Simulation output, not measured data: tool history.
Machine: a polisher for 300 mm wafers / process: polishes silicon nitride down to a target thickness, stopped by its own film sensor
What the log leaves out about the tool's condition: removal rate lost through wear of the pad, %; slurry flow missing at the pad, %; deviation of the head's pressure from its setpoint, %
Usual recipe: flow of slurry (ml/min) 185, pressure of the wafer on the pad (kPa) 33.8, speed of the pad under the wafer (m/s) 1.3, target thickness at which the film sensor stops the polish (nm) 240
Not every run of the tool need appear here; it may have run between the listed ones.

run    hour  flow of slurry (ml/min)  pressure of the wafer on the pad (kPa)  speed of the pad under the wafer (m/s)  target thickness at which the film sensor stops the polish (nm)  wafers since the last listed run  wafers polished on this pad  hours since the slurry nozzle was cleaned  hours since the head pressure was calibrated  incoming thickness of the incoming film, nm  time until the film sensor stopped the polish (s)
  1       0                      185                                    37.9                                     1.3                                                              240                                 0                         1997                                      194.1                                         652.6                                        392.7                                               56.4
  2    25.7                      185                                    33.8                                     1.3                                                              240                               196                         2193                                      219.8                                         678.3                                        388.4                                               63.9
       36.5  -- worn pad replaced by a new one
  3    83.7                      185                                    33.8                                     1.3                                                              240                               412                          360                                      277.8                                         736.3                                        385.5                                               59.8
  4   123.2                      185                                    33.8                                     1.3                                                              240                               301                          662                                      317.3                                         775.8                                        392.9                                               65.5
  5   149.5                      185                                    33.8                                     1.3                                                              240                               201                          863                                      343.6                                         802.1                                        390.1                                               63.9
  6   176.5                      215                                    33.8                                     1.3                                                              240                               206                         1069                                      370.6                                         829.1                                        396.3                                               64.8
  7   212.4                      215                                    33.8                                     1.3                                                              240                               274                         1344                                      406.5                                           865                                        389.1                                               61.5
  8     247                      215                                    33.8                                     1.3                                                              240                               264                         1608                                      441.1                                         899.6                                        385.2                                               62.2
  9   276.4                      185                                    33.8                                     1.3                                                              240                               224                         1833                                      470.5                                           929                                        390.7                                               63.6
 10   308.6                      185                                    33.8                                     1.3                                                              240                               246                         2079                                      502.7                                         961.2                                        393.1                                               66.5
 11   371.7                      165                                    33.8                                     1.3                                                              274                               482                         2561                                      565.8                                        1024.3                                        383.9                                               48.8
      384.3  -- worn pad replaced by a new one
 12   410.5                      165                                    33.8                                     1.3                                                              274                               265                          200                                      604.6                                        1063.1                                        387.6                                               50.1
 13   481.5                      165                                    33.8                                     1.3                                                              274                               542                          743                                      675.6                                        1134.1                                        392.7                                               51.9
 14   521.2                      185                                    33.8                                     1.3                                                              240                               303                         1046                                      715.3                                        1173.8                                        384.9                                                 63
 15     564                      185                                    33.8                                     1.3                                                              240                               327                         1373                                      758.1                                        1216.6                                          391                                               65.8
 16   599.9                      185                                    33.8                                     1.3                                                              240                               274                         1648                                        794                                        1252.5                                        382.9                                               61.8
      648.3  -- slurry nozzle cleaned
 17   659.8                      185                                    33.8                                     1.3                                                              240                               450                         2098                                       11.5                                        1312.4                                        393.1                                               61.8
      710.1  -- worn pad replaced by a new one
 18   710.6                      185                                    33.8                                     1.3                                                              240                               357                            3                                       62.3                                        1363.2                                        389.6                                               60.5
 19   736.2                      155                                    43.4                                    1.62                                                              217                               195                          199                                       87.9                                        1388.8                                        388.2                                               47.7
 20   783.3                      235                                      29                                     1.5                                                              210                               359                          559                                        135                                        1435.9                                        390.1                                               76.4
      822.4  -- head pressure recalibrated
 21   870.8                      220                                    33.8                                     1.3                                                              198                               653                         1212                                      222.5                                          48.4                                        395.6                                               80.4
 22   920.1                      185                                    33.8                                     1.3                                                              240                               376                         1589                                      271.8                                          97.7                                        385.7                                               61.3
      987.9  -- worn pad replaced by a new one
 23   988.4                      185                                    25.5                                     1.3                                                              255                               491                            4                                      340.1                                           166                                        387.5                                               74.6
 24    1012                      185                                    33.8                                     1.3                                                              240                               180                          184                                      363.7                                         189.6                                          396                                               65.1
 25  1077.4                      185                                    33.8                                    1.48                                                              226                               499                          684                                      429.1                                           255                                        390.9                                               66.2
 26  1158.9                      250                                    33.8                                     1.3                                                              212                               622                         1307                                      510.6                                         336.5                                        391.2                                               73.4
 27  1200.5                      230                                    27.6                                    1.62                                                              267                               317                         1625                                      552.2                                         378.1                                        396.2                                               56.4
 28  1252.3                      145                                    33.8                                     1.3                                                              240                               395                         2021                                        604                                         429.9                                        390.7                                               68.4
 29  1321.6                      145                                    44.1                                    1.06                                                              257                               529                         2550                                      673.3                                         499.2                                        391.5                                               53.4
     1328.5  -- worn pad replaced by a new one
 30  1373.8                      240                                    22.8                                    0.96                                                              217                               368                          346                                      725.5                                         551.4                                        391.5                                              130.1
     1416.6  -- slurry nozzle cleaned
 31  1433.9                      220                                    33.8                                     1.3                                                              198                               451                          797                                       17.3                                         611.5                                          393                                               78.9
 32  1502.3                      130                                    23.4                                    0.98                                                              188                               522                         1320                                       85.7                                         679.9                                        393.4                                              150.9
 33  1544.5                      170                                      29                                    1.68                                                              266                               322                         1643                                      127.9                                         722.1                                        388.6                                               50.9
 34  1587.3                      185                                    33.8                                     1.3                                                              240                               327                         1970                                      170.7                                         764.9                                        384.1                                               59.9

Predict each of these 4 candidate next runs independently; none follows another, all start after run 34:
  A  1587.7                      185                                    33.8                                    1.56                                                              240                                 3                         1973                                      171.1                                         765.3                                        388.8                                                  ?
  B  1587.7                      225                                    25.5                                    0.98                                                              193                                 3                         1973                                      171.1                                         765.3                                        388.8                                                  ?
  C  1587.7                      235                                    38.6                                     1.3                                                              240                                 3                         1973                                      171.1                                         765.3                                        388.8                                                  ?
  D  1587.7                      240                                    22.1                                    1.14                                                              218                                 3                         1973                                      171.1                                         765.3                                        388.8                                                  ?

run  time until the film sensor stopped the polish (s)
  A                                               55.1
  B                                              124.2
  C                                               52.5
  D                                              113.8
With no hidden state in the tool, these same runs would have given:
run  time until the film sensor stopped the polish (s)
  A                                               53.6
  B                                              121.3
  C                                               51.3
  D                                              111.3
